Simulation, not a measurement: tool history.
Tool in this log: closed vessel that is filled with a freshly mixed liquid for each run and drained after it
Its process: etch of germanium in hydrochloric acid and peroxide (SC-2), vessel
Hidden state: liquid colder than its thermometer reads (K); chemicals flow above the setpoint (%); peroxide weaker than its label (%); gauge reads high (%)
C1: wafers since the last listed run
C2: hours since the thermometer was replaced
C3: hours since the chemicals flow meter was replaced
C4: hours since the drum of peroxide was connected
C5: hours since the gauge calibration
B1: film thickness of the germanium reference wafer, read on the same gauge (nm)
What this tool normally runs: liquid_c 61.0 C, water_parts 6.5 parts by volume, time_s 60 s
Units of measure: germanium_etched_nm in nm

Run 1, hour 0.0: usual settings but time_s 50 s; C1 0; C2 421.3; C3 532.1; C4 665.0; C5 1251.6; B1 30.01. Result: germanium_etched_nm 206.24 nm.
Run 2, hour 67.1: usual settings; C1 8074; C2 488.4; C3 599.2; C4 732.1; C5 1318.7; B1 30.00. Result: germanium_etched_nm 247.98 nm.
Run 3, hour 119.7: usual settings; C1 6329; C2 541.0; C3 651.8; C4 784.7; C5 1371.3; B1 30.00. Result: germanium_etched_nm 242.59 nm.
Run 4, hour 209.5: usual settings; C1 10806; C2 630.8; C3 741.6; C4 874.5; C5 1461.1; B1 30.02. Result: germanium_etched_nm 244.89 nm.
Run 5, hour 287.3: usual settings but time_s 35 s; C1 9362; C2 708.6; C3 819.4; C4 952.3; C5 1538.9; B1 30.00. Result: germanium_etched_nm 140.86 nm.
Run 6, hour 380.0: usual settings but time_s 35 s; C1 11154; C2 801.3; C3 912.1; C4 1045.0; C5 1631.6; B1 29.97. Result: germanium_etched_nm 143.68 nm.
Run 7, hour 474.4: usual settings but time_s 35 s; C1 11359; C2 895.7; C3 1006.5; C4 1139.4; C5 1726.0; B1 29.99. Result: germanium_etched_nm 144.16 nm.
Run 8, hour 560.1: usual settings; C1 10312; C2 981.4; C3 1092.2; C4 1225.1; C5 1811.7; B1 29.98. Result: germanium_etched_nm 243.70 nm.
Run 9, hour 646.8: usual settings; C1 10432; C2 1068.1; C3 1178.9; C4 1311.8; C5 1898.4; B1 29.99. Result: germanium_etched_nm 241.83 nm.
At hour 648.9: new drum of peroxide connected.
Run 10, hour 701.3: usual settings; C1 6437; C2 1122.6; C3 1233.4; C4 52.4; C5 1952.9; B1 29.99. Result: germanium_etched_nm 242.70 nm.
Run 11, hour 805.8: usual settings but time_s 75 s; C1 12574; C2 1227.1; C3 1337.9; C4 156.9; C5 2057.4; B1 30.00. Result: germanium_etched_nm 302.74 nm.
Run 12, hour 912.5: usual settings but time_s 75 s; C1 12839; C2 1333.8; C3 1444.6; C4 263.6; C5 2164.1; B1 30.03. Result: germanium_etched_nm 305.93 nm.
Run 13, hour 1011.0: usual settings but time_s 75 s; C1 11852; C2 1432.3; C3 1543.1; C4 362.1; C5 2262.6; B1 30.02. Result: germanium_etched_nm 300.37 nm.
Run 14, hour 1246.6: usual settings but water_parts 4.0 parts by volume, time_s 30 s; C1 28350; C2 1667.9; C3 1778.7; C4 597.7; C5 2498.2; B1 30.01. Result: germanium_etched_nm 120.54 nm.
At hour 1330.0: chemicals flow meter replaced.
Run 15, hour 1353.1: usual settings but liquid_c 67.0 C, time_s 80 s; C1 12695; C2 1774.4; C3 23.1; C4 704.2; C5 2604.7; B1 29.98. Result: germanium_etched_nm 373.28 nm.
Run 16, hour 1445.5: usual settings but liquid_c 66.5 C, time_s 75 s; C1 11118; C2 1866.8; C3 115.5; C4 796.6; C5 2697.1; B1 30.01. Result: germanium_etched_nm 348.75 nm.
At hour 1517.9: gauge calibrated.
Run 17, hour 1525.8: usual settings but time_s 30 s; C1 9662; C2 1947.1; C3 195.8; C4 876.9; C5 7.9; B1 30.01. Result: germanium_etched_nm 118.54 nm.
Run 18, hour 1603.8: usual settings; C1 9386; C2 2025.1; C3 273.8; C4 954.9; C5 85.9; B1 30.01. Result: germanium_etched_nm 235.20 nm.
Run 19, hour 1677.4: usual settings; C1 8856; C2 2098.7; C3 347.4; C4 1028.5; C5 159.5; B1 30.01. Result: germanium_etched_nm 236.50 nm.
Run 20, hour 1732.0: usual settings but water_parts 4.0 parts by volume, time_s 30 s; C1 6570; C2 2153.3; C3 402.0; C4 1083.1; C5 214.1; B1 30.01. Result: germanium_etched_nm 119.62 nm.
At hour 1817.3: thermometer replaced.
Run 21, hour 1823.7: usual settings but water_parts 4.5 parts by volume, time_s 35 s; C1 10914; C2 6.4; C3 493.7; C4 1174.8; C5 305.8; B1 29.99. Result: germanium_etched_nm 147.48 nm.
At hour 1860.6: new drum of peroxide connected.
Run 22, hour 1869.2: usual settings but liquid_c 64.5 C, water_parts 5.0 parts by volume, time_s 85 s; C1 5354; C2 51.9; C3 539.2; C4 8.6; C5 351.3; B1 29.99. Result: germanium_etched_nm 398.82 nm.
Run 23, hour 1964.1: usual settings but liquid_c 55.0 C, water_parts 7.5 parts by volume; C1 11419; C2 146.8; C3 634.1; C4 103.5; C5 446.2; B1 30.01. Result: germanium_etched_nm 206.80 nm.
Run 24, hour 2066.0: usual settings; C1 12262; C2 248.7; C3 736.0; C4 205.4; C5 548.1; B1 30.02. Result: germanium_etched_nm 246.24 nm.

Forecast run 25:
Run 25, hour 2141.2: usual settings but liquid_c 68.0 C, water_parts 5.0 parts by volume; C1 9049; C2 323.9; C3 811.2; C4 280.6; C5 623.3; B1 ?. Result: germanium_etched_nm ?.

Run 25 produced B1 30.01, germanium_etched_nm 310.96 nm.
Without the tool's hidden state the same run would have given germanium_etched_nm 314.46 nm.
